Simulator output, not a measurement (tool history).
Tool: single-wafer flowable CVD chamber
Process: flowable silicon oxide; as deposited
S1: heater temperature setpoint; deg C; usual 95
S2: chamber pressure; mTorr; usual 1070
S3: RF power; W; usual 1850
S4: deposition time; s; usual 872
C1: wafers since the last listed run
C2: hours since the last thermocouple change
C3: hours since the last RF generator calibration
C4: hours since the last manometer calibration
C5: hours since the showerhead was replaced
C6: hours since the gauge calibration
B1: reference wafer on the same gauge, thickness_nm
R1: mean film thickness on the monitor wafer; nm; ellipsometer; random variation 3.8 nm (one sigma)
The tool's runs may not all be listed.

run   hour   S1    S2    S3    S4  C1      C2      C3      C4      C5     C6        B1        R1
  1      0   95  1070  1850   872   0  2992.8  2511.8  1128.8  4981.7  359.9  1074.577   725.607
  2   13.5   95  1070  1850   872  30  3006.3  2525.3  1142.3  4995.2  373.4  1075.883   723.352
  3   24.6   99   940  1850   872  24  3017.4  2536.4  1153.4  5006.3  384.5  1072.356   564.345
  4   41.1   99   940  1850   872  37  3033.9  2552.9  1169.9  5022.8    401  1072.277    557.76
      55.3  -- gauge calibrated
  5     59   99   940  1850   872  40  3051.8  2570.8  1187.8  5040.7    3.7  1074.902   556.457
  6   72.7   95   900  1850   969  30  3065.5  2584.5  1201.5  5054.4   17.4  1073.815   661.198
  7   82.8   95   900  1850   969  22  3075.6  2594.6  1211.6  5064.5   27.5  1073.115   663.405
      96.3  -- capacitance manometer re-zeroed and calibrated
     104.1  -- thermocouple changed; heater temperature recalibrated
  8  104.6  107  1070  1850   872  13     0.5  2616.4     8.3  5086.3   49.3  1073.303   616.309
  9  105.2  100  1070  1850   964   1     1.1    2617     8.9  5086.9   49.9  1075.496    840.74
 10  112.3   86  1070  1850   872  15     8.2  2624.1      16    5094     57  1073.366  1126.105
 11  126.7   95  1070  1680   799  32    22.6  2638.5    30.4  5108.4   71.4  1071.523    781.21
 12  141.3   95  1070  1850   872  32    37.2  2653.1      45    5123     86  1072.944   881.692
 13    156   95  1070  1850   872  32    51.9  2667.8    59.7  5137.7  100.7  1074.031   881.747
 14  173.3   81  1070  1850   872  38    69.2  2685.1      77    5155    118  1073.609  1286.213
 15  181.6  104  1280  2090   751  18    77.5  2693.4    85.3  5163.3  126.3   1071.92   712.567
     200.9  -- RF generator calibrated
 16  201.4   95  1070  1850   872  26    97.3     0.5   105.1  5183.1  146.1  1074.414   875.244
     214.1  -- showerhead replaced
 17  214.6   90   870  2030   943  11   110.5    13.7   118.3     0.5  159.3  1071.076   895.721
 18  217.2   95  1070  1850   872   5   113.1    16.3   120.9     3.1  161.9  1074.518   877.412
 19  234.7  107  1070  1850   872  39   130.6    33.8   138.4    20.6  179.4  1071.097   616.194
 20  250.3   95   860  1735   872  34   146.2    49.4     154    36.2    195  1072.881   681.409
 21  258.3   80  1070  1640   707  17   154.2    57.4     162    44.2    203  1073.473  1033.553
 22    270   95  1070  1850   872  26   165.9    69.1   173.7    55.9  214.7  1074.544   877.705
 23  286.5   95   810  1850  1038  37   182.4    85.6   190.2    72.4  231.2  1075.104   776.391
 24  300.2  106  1070  1850   872  30   196.1    99.3   203.9    86.1  244.9   1074.21   634.257
 25  306.5  105  1150  2075   971  14   202.4   105.6   210.2    92.4  251.2  1073.736   800.701
 26  312.7   95  1310  1850   719  13   208.6   111.8   216.4    98.6  257.4  1073.724   887.663
 27  320.4   95   810  1850  1016  17   216.3   119.5   224.1   106.3  265.1  1074.169   754.578

Forecast each of these 5 alternatives for the next run:
  A   321   95  1070  1850  872   1  216.9  120.1  224.7  106.9  265.7   ?   ?
  B   321  104  1070  1850  872   1  216.9  120.1  224.7  106.9  265.7   ?   ?
  C   321   95  1250  1850  872   1  216.9  120.1  224.7  106.9  265.7   ?   ?
  D   321   84  1260  1850  783   1  216.9  120.1  224.7  106.9  265.7   ?   ?
  E   321   95  1070  1945  723   1  216.9  120.1  224.7  106.9  265.7   ?   ?

run        B1        R1
  A  1075.727   875.486
  B  1075.727   672.972
  C  1075.727  1023.521
  D  1075.727  1261.407
  E  1075.727   733.475
Without the tool's hidden state the same runs would have given:
run        R1
  A   898.225
  B   690.737
  C  1050.105
  D  1290.889
  E   752.526
